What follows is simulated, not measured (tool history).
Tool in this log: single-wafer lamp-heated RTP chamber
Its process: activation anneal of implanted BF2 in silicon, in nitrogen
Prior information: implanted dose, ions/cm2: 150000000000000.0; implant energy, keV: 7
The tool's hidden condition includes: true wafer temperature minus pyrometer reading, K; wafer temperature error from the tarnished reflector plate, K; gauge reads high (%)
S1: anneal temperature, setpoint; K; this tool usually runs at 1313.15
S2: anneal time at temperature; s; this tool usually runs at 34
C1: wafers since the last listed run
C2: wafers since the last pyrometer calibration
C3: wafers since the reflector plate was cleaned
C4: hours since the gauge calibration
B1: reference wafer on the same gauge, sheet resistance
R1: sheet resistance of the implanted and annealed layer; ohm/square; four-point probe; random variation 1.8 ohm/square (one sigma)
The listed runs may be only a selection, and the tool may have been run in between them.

run	hour	S1	S2	C1	C2	C3	C4	B1	R1
1	0	1313.15	34	0	681	14549	88.6	715.17	723.72
2	14.3	1313.15	34	110	791	14659	102.9	714.47	722.96
3	27.2	1313.15	24	99	891	14759	115.8	715.08	737.33
4	52.2	1331.15	34	192	1084	14952	140.8	714.86	707.31
5	68.9	1331.15	34	128	1212	15080	157.5	714.99	711.04
6	76.4	1331.15	34	57	1270	15138	165	714.91	710.01
7	91.6	1313.15	34	117	1387	15256	180.2	714.82	721.33
8	99.8	1313.15	34	63	1451	15319	188.4	715.26	721.35
9	108.4	1313.15	19	66	1517	15385	197	715.19	745.91
# hour 108.6: gauge calibrated
10	120	1313.15	19	89	1606	15474	11.4	714.61	743.53
11	135	1313.15	34	115	1722	15590	26.4	714.72	719.91
12	142.5	1313.15	39	57	1780	15648	33.9	715.31	718.18
13	159	1313.15	34	127	1907	15775	50.4	714.3	721.3
14	172.2	1313.15	34	101	2009	15877	63.6	714.56	725.25
15	190.1	1335.15	45	138	2147	16015	81.5	714.41	688.23
# hour 201.9: reflector plate cleaned
16	202.4	1313.15	28	33	2180	3	93.8	715.08	728.94
17	214.5	1313.15	34	93	2273	97	105.9	714.74	723.63
18	229.4	1286.15	34	114	2388	211	120.8	715	743.59
19	238.5	1288.15	48	70	2458	282	129.9	714.45	725.21
# hour 251: pyrometer window cleaned and pyrometer calibrated
20	254.7	1321.15	48	63	28	345	146.1	714.59	708.2
21	272.2	1284.15	43	134	163	480	163.6	714.97	743.77
22	286.5	1313.15	34	110	273	590	177.9	714.75	728.67
23	304	1288.15	34	134	408	725	195.4	715	745.34
24	312	1289.15	50	61	470	787	203.4	714.98	731.77
# hour 317: gauge calibrated
25	325.9	1313.15	19	107	577	894	8.9	715.08	746.51
26	342.5	1338.15	26	127	705	1022	25.5	715.17	713.82

Here are 5 independent what-if runs from the current tool condition. What would each one return?
A	342.9	1313.15	34	3	708	1025	25.9	?	?
B	342.9	1303.15	19	3	708	1025	25.9	?	?
C	342.9	1288.15	41	3	708	1025	25.9	?	?
D	342.9	1304.15	46	3	708	1025	25.9	?	?
E	342.9	1293.15	21	3	708	1025	25.9	?	?

run	B1	R1
A	715	725.18
B	715	755.15
C	715	738.15
D	715	720.17
E	715	758.43
Without the tool's hidden state the same runs would have given:
run	R1
A	732.59
B	761.07
C	745.56
D	727.8
E	764.4

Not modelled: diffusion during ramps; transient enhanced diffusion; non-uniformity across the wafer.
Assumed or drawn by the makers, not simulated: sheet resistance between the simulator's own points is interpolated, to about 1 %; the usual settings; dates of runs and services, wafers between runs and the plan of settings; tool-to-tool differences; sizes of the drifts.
